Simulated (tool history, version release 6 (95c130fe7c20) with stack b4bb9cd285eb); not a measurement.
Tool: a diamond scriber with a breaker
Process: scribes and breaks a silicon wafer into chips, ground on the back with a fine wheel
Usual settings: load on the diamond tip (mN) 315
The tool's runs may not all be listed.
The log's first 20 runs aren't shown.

run,day,load on the diamond tip (mN),"incoming depth of the damage left on the back of the incoming wafer, um",depth of the median crack under the scribed line (nm),chips rejected at inspection after the break (%)
21,8.688,270,2.31,9120,6.60
# day 8.883: load on the tip recalibrated
22,9.129,315,1.81,11010,1.68
23,9.779,371,2.70,13050,5.76
24,10.367,375,2.79,13200,6.14
25,11.000,243,2.00,8280,13.38
26,11.383,315,1.98,10650,1.71
27,12.021,355,2.97,12380,4.27
28,12.388,315,2.28,11050,1.91
29,12.650,403,2.33,14250,9.15
30,13.288,353,2.36,12550,3.39
31,13.962,244,2.62,8450,14.30
32,14.350,256,1.99,8740,9.45
33,15.054,257,1.91,9060,9.80
34,15.992,264,2.31,9170,7.40
35,17.542,408,1.78,13790,10.56
36,17.925,384,1.55,13290,7.04

3 ways to go on from here, each from the tool as it stands after run 36. What would each give?
A,17.950,363,2.70,?,?
B,17.950,399,2.70,?,?
C,17.950,351,2.70,?,?

run,depth of the median crack under the scribed line (nm),chips rejected at inspection after the break (%)
A,12740,5.19
B,13940,9.79
C,12330,4.07
Without the tool's hidden state the same runs would have given:
run,depth of the median crack under the scribed line (nm),chips rejected at inspection after the break (%)
A,12740,5.19
B,13940,9.79
C,12330,4.07
